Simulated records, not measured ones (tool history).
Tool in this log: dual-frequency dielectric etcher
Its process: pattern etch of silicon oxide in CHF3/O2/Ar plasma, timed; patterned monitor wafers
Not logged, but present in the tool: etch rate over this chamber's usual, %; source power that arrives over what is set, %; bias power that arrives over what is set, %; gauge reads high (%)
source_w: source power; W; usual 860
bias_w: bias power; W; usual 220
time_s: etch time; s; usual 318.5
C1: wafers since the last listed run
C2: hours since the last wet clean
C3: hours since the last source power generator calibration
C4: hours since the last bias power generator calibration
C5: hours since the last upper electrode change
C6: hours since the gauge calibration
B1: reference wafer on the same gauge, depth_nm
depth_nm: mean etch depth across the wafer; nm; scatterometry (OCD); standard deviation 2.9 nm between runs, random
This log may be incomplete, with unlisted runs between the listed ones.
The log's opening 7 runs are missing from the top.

run 8 day=25.408 | source_w=990 bias_w=256 time_s=318.5 | C1=444 C2=639.3 C3=1811.6 C4=3037.7 C5=2294.4 C6=3041 | B1=734.5 | depth_nm=837.2
run 9 day=29.225 | source_w=860 bias_w=220 time_s=318.5 | C1=477 C2=730.9 C3=1903.2 C4=3129.3 C5=2386 C6=3132.6 | B1=734.3 | depth_nm=734.4
-- day=32.204 wet clean of the chamber
run 10 day=32.338 | source_w=970 bias_w=269 time_s=373.5 | C1=264 C2=3.2 C3=1977.9 C4=3204 C5=2460.7 C6=3207.3 | B1=734.8 | depth_nm=997.3
run 11 day=35.946 | source_w=860 bias_w=220 time_s=318.5 | C1=451 C2=89.8 C3=2064.5 C4=3290.6 C5=2547.3 C6=3293.9 | B1=734.4 | depth_nm=726.6
-- day=37.888 gauge calibrated
-- day=37.967 upper electrode replaced, of another model than before
run 12 day=40.425 | source_w=680 bias_w=170 time_s=390.5 | C1=435 C2=197.3 C3=2172 C4=3398.1 C5=59 C6=60.9 | B1=733.8 | depth_nm=789.9
run 13 day=43.079 | source_w=860 bias_w=220 time_s=352 | C1=331 C2=261 C3=2235.7 C4=3461.8 C5=122.7 C6=124.6 | B1=733.8 | depth_nm=804.2
-- day=45.7 bias power generator calibrated
run 14 day=47.075 | source_w=970 bias_w=220 time_s=318.5 | C1=478 C2=356.9 C3=2331.6 C4=33 C5=218.6 C6=220.5 | B1=734.5 | depth_nm=750.3
run 15 day=50.733 | source_w=770 bias_w=203 time_s=381 | C1=457 C2=444.7 C3=2419.4 C4=120.8 C5=306.4 C6=308.3 | B1=734.1 | depth_nm=826.6
-- day=53.792 source power generator calibrated
run 16 day=54.9 | source_w=720 bias_w=240 time_s=390.5 | C1=500 C2=544.7 C3=26.6 C4=220.8 C5=406.4 C6=408.3 | B1=733.7 | depth_nm=845.8
run 17 day=57.588 | source_w=860 bias_w=220 time_s=318.5 | C1=336 C2=609.2 C3=91.1 C4=285.3 C5=470.9 C6=472.8 | B1=733.5 | depth_nm=715.9

Estimate the outcome of run 18 from the log above:
run 18 day=60.408 | source_w=860 bias_w=220 time_s=318.5 | C1=352 C2=676.9 C3=158.8 C4=353 C5=538.6 C6=540.5 | B1=? | depth_nm=?

{"run 18": {"B1": 733.4, "depth_nm": 716.9}}
With no hidden state in the tool, this same run would have given depth_nm 717 nm.
